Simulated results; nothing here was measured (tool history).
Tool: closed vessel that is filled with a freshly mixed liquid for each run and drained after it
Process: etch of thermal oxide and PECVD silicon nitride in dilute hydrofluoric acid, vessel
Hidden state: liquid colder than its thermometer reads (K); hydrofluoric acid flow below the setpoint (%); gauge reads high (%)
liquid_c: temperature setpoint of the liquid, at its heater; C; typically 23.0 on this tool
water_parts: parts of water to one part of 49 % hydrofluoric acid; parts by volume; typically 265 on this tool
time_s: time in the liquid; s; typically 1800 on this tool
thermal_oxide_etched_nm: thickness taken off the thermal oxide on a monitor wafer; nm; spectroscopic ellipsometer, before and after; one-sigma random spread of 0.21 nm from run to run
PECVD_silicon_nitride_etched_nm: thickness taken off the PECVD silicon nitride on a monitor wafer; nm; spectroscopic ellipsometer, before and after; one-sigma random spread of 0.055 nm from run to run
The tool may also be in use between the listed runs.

run    hour  liquid_c  water_parts  time_s  wafers since the last listed run  hours since the thermometer was replaced  hours since the hydrofluoric acid flow meter was replaced  hours since the gauge calibration  read-back film thickness of the thermal oxide reference wafer, read on the same gauge (nm)  read-back film thickness of the PECVD silicon nitride reference wafer, read on the same gauge (nm)  thermal_oxide_etched_nm  PECVD_silicon_nitride_etched_nm
  1     0.0      23.0          265    1800                                 0                                     772.3                                                      742.0                              708.1                                                                                      140.03                                                                                               79.97                    22.61                             8.72
       31.4  -- hydrofluoric acid flow meter replaced
       42.9  -- thermometer replaced
  2    46.9      23.0          265    1800                              1993                                       4.0                                                       15.5                              755.0                                                                                      140.01                                                                                               80.03                    27.00                            10.68
  3   128.3      23.0          265    1800                              3614                                      85.4                                                       96.9                              836.4                                                                                      139.98                                                                                               79.98                    26.80                            10.47
  4   205.1      26.0          265    1800                              3409                                     162.2                                                      173.7                              913.2                                                                                      139.99                                                                                               80.01                    28.98                            12.18
  5   406.4      26.0          265    1800                              8937                                     363.5                                                      375.0                             1114.5                                                                                      139.97                                                                                               80.02                    27.87                            11.74
  6   488.4      23.0          265    1800                              3640                                     445.5                                                      457.0                             1196.5                                                                                      140.01                                                                                               80.00                    24.48                             9.47
  7   535.8      23.0          265    1800                              2104                                     492.9                                                      504.4                             1243.9                                                                                      139.98                                                                                               80.01                    23.98                             9.34
  8   633.3      23.0          265    1800                              4328                                     590.4                                                      601.9                             1341.4                                                                                      139.99                                                                                               79.98                    23.53                             9.18
  9   735.6      23.0          265    1800                              4542                                     692.7                                                      704.2                             1443.7                                                                                      140.00                                                                                               80.00                    22.91                             8.86
      782.4  -- hydrofluoric acid flow meter replaced
 10   790.4      24.5          265    1800                              2388                                     747.5                                                        8.0                             1498.5                                                                                      140.06                                                                                               80.00                    27.04                            10.43
      823.9  -- thermometer replaced
 11   850.6      24.5          265    1800                              2628                                      26.7                                                       68.2                             1558.7                                                                                      140.01                                                                                               79.98                    28.82                            11.62
 12   947.1      21.5          265    1800                              4284                                     123.2                                                      164.7                             1655.2                                                                                      140.01                                                                                               80.03                    24.96                             9.38
 13  1033.6      23.0          265    1800                              3840                                     209.7                                                      251.2                             1741.7                                                                                      140.03                                                                                               79.99                    26.24                            10.05
 14  1338.1      23.0          265    2560                             13519                                     514.2                                                      555.7                             2046.2                                                                                      139.99                                                                                               79.99                    34.26                            13.34
 15  1431.2      19.5          265    1525                              4133                                     607.3                                                      648.8                             2139.3                                                                                      139.99                                                                                               80.00                    17.56                             6.17
 16  1475.7      20.0          345    1800                              1975                                     651.8                                                      693.3                             2183.8                                                                                      140.01                                                                                               79.98                    15.06                             5.76
     1485.7  -- gauge calibrated
 17  1555.9      23.0          265    1800                              3560                                     732.0                                                      773.5                               70.2                                                                                      140.02                                                                                               79.96                    23.04                             8.76
     1589.1  -- hydrofluoric acid flow meter replaced
 18  1603.2      21.5          265    1800                              2055                                     779.3                                                       14.1                              117.5                                                                                      140.03                                                                                               80.02                    23.55                             8.29
     1645.9  -- thermometer replaced
 19  1686.6      19.5          265    2600                              3658                                      40.7                                                       97.5                              200.9                                                                                      139.97                                                                                               79.96                    33.69                            12.37
 20  1751.8      23.0          170     900                              2894                                     105.9                                                      162.7                              266.1                                                                                      140.01                                                                                               79.98                    22.63                             8.01
 21  1842.5      27.0          350    2635                              4027                                     196.6                                                      253.4                              356.8                                                                                      140.00                                                                                               80.00                    29.93                            14.37
 22  1910.6      23.0          205    1800                              3023                                     264.7                                                      321.5                              424.9                                                                                      139.99                                                                                               80.00                    34.48                            12.90
 23  1982.6      23.0          300     740                              3196                                     336.7                                                      393.5                              496.9                                                                                      139.96                                                                                               80.03                     8.70                             3.56
 24  2049.1      21.5          385    1800                              2952                                     403.2                                                      460.0                              563.4                                                                                      140.04                                                                                               80.02                    14.22                             6.08

Forecast run 25:
 25  2137.5      23.0          265    1800                              3924                                     491.6                                                      548.4                              651.8                                                                                           ?                                                                                                   ?                        ?                                ?

{"run 25": {"read-back film thickness of the thermal oxide reference wafer, read on the same gauge (nm)": 140.01, "read-back film thickness of the PECVD silicon nitride reference wafer, read on the same gauge (nm)": 80.06, "thermal_oxide_etched_nm": 23.9, "PECVD_silicon_nitride_etched_nm": 9.44}}
Had the tool carried no hidden state, the very same run would have given thermal_oxide_etched_nm 27.22 nm, PECVD_silicon_nitride_etched_nm 10.97 nm.

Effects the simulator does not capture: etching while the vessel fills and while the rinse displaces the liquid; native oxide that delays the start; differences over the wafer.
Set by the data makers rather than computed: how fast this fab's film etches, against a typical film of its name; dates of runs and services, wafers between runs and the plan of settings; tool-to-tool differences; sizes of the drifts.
